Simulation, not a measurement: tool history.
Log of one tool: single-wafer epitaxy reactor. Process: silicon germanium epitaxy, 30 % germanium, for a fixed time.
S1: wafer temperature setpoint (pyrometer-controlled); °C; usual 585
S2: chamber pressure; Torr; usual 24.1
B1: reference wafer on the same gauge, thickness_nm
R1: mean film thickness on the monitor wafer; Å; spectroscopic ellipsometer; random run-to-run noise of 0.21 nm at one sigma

Run 1, hour 0.0: usual settings but S2 20.2 Torr; B1 54.168. Result: R1 422.88 Å.
Run 2, hour 102.9: usual settings; B1 54.204. Result: R1 469.14 Å.
Run 3, hour 152.6: usual settings but S2 20.0 Torr; B1 54.216. Result: R1 421.61 Å.
Run 4, hour 211.6: usual settings but S2 22.3 Torr; B1 54.120. Result: R1 445.68 Å.
Run 5, hour 269.2: usual settings; B1 54.122. Result: R1 467.57 Å.
Run 6, hour 451.2: usual settings; B1 54.297. Result: R1 464.45 Å.
Run 7, hour 496.2: usual settings; B1 54.128. Result: R1 459.43 Å.
Run 8, hour 593.4: usual settings; B1 54.104. Result: R1 462.20 Å.
Run 9, hour 682.1: usual settings but S1 578 °C; B1 54.252. Result: R1 403.48 Å.
Run 10, hour 780.3: usual settings but S1 578 °C; B1 54.299. Result: R1 405.93 Å.
Run 11, hour 822.5: usual settings but S1 578 °C; B1 54.235. Result: R1 402.53 Å.
Run 12, hour 901.1: usual settings; B1 54.201. Result: R1 451.52 Å.
Run 13, hour 975.4: usual settings; B1 54.284. Result: R1 450.94 Å.
Run 14, hour 1298.1: usual settings; B1 54.356. Result: R1 445.59 Å.
Run 15, hour 1342.1: usual settings but S1 572 °C, S2 30.0 Torr; B1 54.185. Result: R1 387.56 Å.
Run 16, hour 1388.9: usual settings but S1 598 °C, S2 26.4 Torr; B1 54.238. Result: R1 581.55 Å.
Run 17, hour 1494.0: usual settings but S1 574 °C, S2 26.2 Torr; B1 54.197. Result: R1 403.24 Å.
Run 18, hour 1597.4: usual settings but S1 589 °C, S2 20.5 Torr; B1 54.148. Result: R1 465.28 Å.
Run 19, hour 1702.7: usual settings but S1 572 °C, S2 18.8 Torr; B1 54.156. Result: R1 329.56 Å.
Run 20, hour 1963.2: usual settings; B1 54.205. Result: R1 470.92 Å.
Run 21, hour 2062.6: usual settings but S1 580 °C, S2 20.1 Torr; B1 54.110. Result: R1 391.65 Å.
Run 22, hour 2106.3: usual settings but S1 572 °C; B1 54.244. Result: R1 370.46 Å.
Run 23, hour 2153.1: usual settings; B1 54.151. Result: R1 466.51 Å.
Run 24, hour 2222.8: usual settings but S1 592 °C, S2 22.0 Torr; B1 54.243. Result: R1 502.10 Å.
Run 25, hour 2265.8: usual settings but S1 592 °C, S2 26.9 Torr; B1 54.171. Result: R1 557.16 Å.
Run 26, hour 2321.6: usual settings; B1 54.197. Result: R1 466.54 Å.
Run 27, hour 2406.3: usual settings but S1 594 °C, S2 25.9 Torr; B1 54.204. Result: R1 567.69 Å.
Run 28, hour 2458.9: usual settings but S1 599 °C, S2 29.5 Torr; B1 54.233. Result: R1 652.37 Å.
Run 29, hour 2509.6: usual settings but S1 600 °C; B1 54.249. Result: R1 604.22 Å.
Run 30, hour 2557.3: usual settings but S2 26.7 Torr; B1 54.286. Result: R1 480.42 Å.
Run 31, hour 2655.4: usual settings but S1 570 °C, S2 19.8 Torr; B1 54.141. Result: R1 315.36 Å.
Run 32, hour 2743.9: usual settings; B1 54.144. Result: R1 456.91 Å.
Run 33, hour 2841.1: usual settings but S2 25.8 Torr; B1 54.300. Result: R1 468.17 Å.
Run 34, hour 2923.9: usual settings; B1 54.271. Result: R1 450.63 Å.
Run 35, hour 3029.0: usual settings but S1 570 °C, S2 28.1 Torr; B1 54.213. Result: R1 387.66 Å.

Between the runs listed above, the log contained 7 entries, not reproduced here. Where in the sequence does each belong, and how does what the log doesn't record of the tool's condition differ from the listed run before to the listed run after?
Logged between run 9 and run 10: gauge calibrated (hour 697.0); showerhead replaced (hour 703.3)
  wafer temperature above the value expected at the setpoint (K): -1.46 -> -1.67
  measured value less the no-hidden-state value, R1: -10.84 -> -12.45 Å
Logged between run 10 and run 11: capacitance manometer re-zeroed and calibrated (hour 805.0)
  wafer temperature above the value expected at the setpoint (K): -1.67 -> -1.76
  measured value less the no-hidden-state value, R1: -12.45 -> -13.06 Å
Logged between run 16 and run 17: pyrometer calibrated (hour 1439.1)
  wafer temperature above the value expected at the setpoint (K): -3.41 -> 0.177
  measured value less the no-hidden-state value, R1: -35.54 -> +1.30 Å
Logged between run 19 and run 20: capacitance manometer re-zeroed and calibrated (hour 1774.2)
  wafer temperature above the value expected at the setpoint (K): 0.104 -> -0.125
  measured value less the no-hidden-state value, R1: +0.63 -> -1.05 Å
Logged between run 32 and run 33: capacitance manometer re-zeroed and calibrated (hour 2776.9)
  wafer temperature above the value expected at the setpoint (K): -1.71 -> -2
  measured value less the no-hidden-state value, R1: -14.17 -> -17.05 Å
Logged between run 34 and run 35: pyrometer calibrated (hour 3028.5)
  wafer temperature above the value expected at the setpoint (K): -2.27 -> 0.24
  measured value less the no-hidden-state value, R1: -18.64 -> +1.71 Å

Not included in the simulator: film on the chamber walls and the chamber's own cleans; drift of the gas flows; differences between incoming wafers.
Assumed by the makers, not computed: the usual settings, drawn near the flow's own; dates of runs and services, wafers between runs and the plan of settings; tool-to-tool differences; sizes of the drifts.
